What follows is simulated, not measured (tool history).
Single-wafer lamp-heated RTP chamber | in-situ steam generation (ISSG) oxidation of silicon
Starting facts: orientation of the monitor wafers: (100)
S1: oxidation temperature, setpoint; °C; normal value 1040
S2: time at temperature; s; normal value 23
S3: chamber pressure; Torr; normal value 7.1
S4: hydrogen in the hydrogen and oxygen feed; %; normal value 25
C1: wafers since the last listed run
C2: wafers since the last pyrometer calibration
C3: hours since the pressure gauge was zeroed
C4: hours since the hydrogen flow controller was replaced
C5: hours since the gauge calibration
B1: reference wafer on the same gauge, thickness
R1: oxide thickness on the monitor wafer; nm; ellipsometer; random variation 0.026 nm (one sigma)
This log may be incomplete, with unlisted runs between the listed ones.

{"run": 1, "hour": 0.0, "S1": 1040, "S2": 23, "S3": 7.1, "S4": 25, "C1": 0, "C2": 1060, "C3": 2303.2, "C4": 3774.6, "C5": 34.2, "B1": 7.066, "R1": 7.267}
{"run": 2, "hour": 91.5, "S1": 1040, "S2": 23, "S3": 7.1, "S4": 25, "C1": 1060, "C2": 2120, "C3": 2394.7, "C4": 3866.1, "C5": 125.7, "B1": 7.07, "R1": 7.278}
{"run": 3, "hour": 121.3, "S1": 1040, "S2": 23, "S3": 7.1, "S4": 25, "C1": 345, "C2": 2465, "C3": 2424.5, "C4": 3895.9, "C5": 155.5, "B1": 7.059, "R1": 7.302}
{"hour": 134.8, "done": "pressure gauge zeroed"}
{"run": 4, "hour": 156.9, "S1": 1040, "S2": 23, "S3": 7.1, "S4": 25, "C1": 319, "C2": 2785, "C3": 22.1, "C4": 3931.5, "C5": 191.1, "B1": 7.066, "R1": 7.314}
{"hour": 192.9, "done": "hydrogen flow controller replaced"}
{"run": 5, "hour": 193.4, "S1": 1040, "S2": 23, "S3": 7.1, "S4": 25, "C1": 330, "C2": 3116, "C3": 58.6, "C4": 0.5, "C5": 227.6, "B1": 7.064, "R1": 7.349}
{"run": 6, "hour": 208.8, "S1": 1026, "S2": 23, "S3": 7.1, "S4": 25, "C1": 178, "C2": 3294, "C3": 74.0, "C4": 15.9, "C5": 243.0, "B1": 7.058, "R1": 6.772}
{"run": 7, "hour": 225.3, "S1": 1026, "S2": 23, "S3": 7.1, "S4": 25, "C1": 191, "C2": 3485, "C3": 90.5, "C4": 32.4, "C5": 259.5, "B1": 7.064, "R1": 6.751}
{"run": 8, "hour": 256.5, "S1": 1040, "S2": 23, "S3": 7.1, "S4": 25, "C1": 361, "C2": 3847, "C3": 121.7, "C4": 63.6, "C5": 290.7, "B1": 7.055, "R1": 7.333}
{"hour": 268.9, "done": "pyrometer window cleaned and pyrometer calibrated"}
{"run": 9, "hour": 271.8, "S1": 1040, "S2": 23, "S3": 7.1, "S4": 25, "C1": 84, "C2": 33, "C3": 137.0, "C4": 78.9, "C5": 306.0, "B1": 7.066, "R1": 7.2}

Run 10 is up next; what results do you expect?
{"run": 10, "hour": 305.4, "S1": 1031, "S2": 23, "S3": 6.9, "S4": 32, "C1": 389, "C2": 423, "C3": 170.6, "C4": 112.5, "C5": 339.6, "B1": "?", "R1": "?"}

Run 10 yielded B1 7.059, R1 7.388 nm.
Without the tool's hidden state the same run would have given R1 7.335 nm.
